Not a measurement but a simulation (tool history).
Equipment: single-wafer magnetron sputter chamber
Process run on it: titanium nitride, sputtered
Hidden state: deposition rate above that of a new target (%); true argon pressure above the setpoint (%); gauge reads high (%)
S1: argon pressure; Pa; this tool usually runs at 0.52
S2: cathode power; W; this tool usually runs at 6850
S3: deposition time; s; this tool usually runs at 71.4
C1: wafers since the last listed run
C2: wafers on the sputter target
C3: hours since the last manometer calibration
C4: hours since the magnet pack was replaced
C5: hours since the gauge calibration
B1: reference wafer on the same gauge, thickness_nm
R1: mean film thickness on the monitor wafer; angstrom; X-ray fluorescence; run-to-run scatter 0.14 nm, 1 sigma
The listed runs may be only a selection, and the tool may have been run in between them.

| run | day | S1 | S2 | S3 | C1 | C2 | C3 | C4 | C5 | B1 | R1 |
|---|---|---|---|---|---|---|---|---|---|---|---|
| 1 | 0 | 0.62 | 6850 | 71.4 | 0 | 1905 | 1588.7 | 4224.1 | 502.1 | 88.948 | 797.69 |
| 2 | 1.358 | 0.52 | 6850 | 71.4 | 510 | 2415 | 1621.3 | 4256.7 | 534.7 | 88.924 | 821.58 |
| 3 | 2.05 | 0.52 | 6850 | 71.4 | 259 | 2675 | 1637.9 | 4273.3 | 551.3 | 88.888 | 821.56 |
| 4 | 3.046 | 0.52 | 6850 | 71.4 | 374 | 3049 | 1661.8 | 4297.2 | 575.2 | 88.876 | 816.8 |
| 5 | 4.221 | 0.52 | 6850 | 71.4 | 441 | 3490 | 1690 | 4325.4 | 603.4 | 88.91 | 819.33 |
| 6 | 4.729 | 0.52 | 6850 | 71.4 | 190 | 3681 | 1702.2 | 4337.6 | 615.6 | 88.877 | 819.78 |
| 7 | 5.583 | 0.52 | 6850 | 71.4 | 320 | 4002 | 1722.7 | 4358.1 | 636.1 | 88.886 | 816.79 |
| 8 | 6.179 | 0.52 | 6850 | 71.4 | 223 | 4226 | 1737 | 4372.4 | 650.4 | 88.857 | 815.93 |
| 9 | 6.879 | 0.52 | 6850 | 71.4 | 262 | 4489 | 1753.8 | 4389.2 | 667.2 | 88.886 | 818.28 |
| 10 | 8.371 | 0.52 | 6850 | 71.4 | 560 | 5049 | 1789.6 | 4425 | 703 | 88.91 | 819.57 |
| 11 | 8.908 | 0.52 | 6850 | 71.4 | 201 | 5251 | 1802.5 | 4437.9 | 715.9 | 88.892 | 817.64 |
|  | 9.579 | capacitance manometer re-zeroed and calibrated |
| 12 | 12.379 | 0.52 | 6850 | 71.4 | 1178 | 6430 | 67.2 | 4521.2 | 799.2 | 88.906 | 802.55 |
|  | 12.554 | gauge calibrated |
|  | 12.75 | sputter target and shields replaced |
| 13 | 13.333 | 0.52 | 6850 | 71.4 | 233 | 218 | 90.1 | 4544.1 | 18.7 | 88.922 | 814.53 |
| 14 | 14.604 | 0.52 | 6850 | 71.4 | 477 | 695 | 120.6 | 4574.6 | 49.2 | 88.915 | 812.74 |
| 15 | 15.129 | 0.4 | 6250 | 83.9 | 197 | 892 | 133.2 | 4587.2 | 61.8 | 88.892 | 904.63 |
| 16 | 16.542 | 0.586 | 7950 | 60.4 | 530 | 1423 | 167.1 | 4621.1 | 95.7 | 88.884 | 778.88 |
| 17 | 17.546 | 0.52 | 6150 | 78.7 | 377 | 1800 | 191.2 | 4645.2 | 119.8 | 88.904 | 797.73 |
| 18 | 18.512 | 0.52 | 6300 | 75.6 | 363 | 2163 | 214.4 | 4668.4 | 143 | 88.902 | 788.08 |
| 19 | 19.067 | 0.684 | 5200 | 75.2 | 208 | 2371 | 227.7 | 4681.7 | 156.3 | 88.894 | 613.18 |
| 20 | 19.992 | 0.52 | 8250 | 75.2 | 347 | 2719 | 249.9 | 4703.9 | 178.5 | 88.914 | 1022.48 |
|  | 20.412 | magnet pack replaced |
| 21 | 20.538 | 0.668 | 5600 | 71.4 | 79 | 2799 | 263 | 3 | 191.6 | 88.861 | 628.18 |
| 22 | 21.333 | 0.52 | 6850 | 71.4 | 298 | 3098 | 282.1 | 22.1 | 210.7 | 88.901 | 807.65 |
| 23 | 21.867 | 0.52 | 6850 | 71.4 | 200 | 3298 | 294.9 | 34.9 | 223.5 | 88.897 | 804.03 |
| 24 | 22.896 | 0.427 | 6850 | 71.4 | 386 | 3685 | 319.6 | 59.6 | 248.2 | 88.931 | 828.14 |

Run 25 comes next. What will it give?
| 25 | 24.133 | 0.704 | 6850 | 65.3 | 464 | 4150 | 349.3 | 89.3 | 277.9 | ? | ? |

Run 25 came out at B1 88.941, R1 697.82 angstrom.
Had the tool carried no hidden state, the very same run would have given R1 710.13 angstrom.
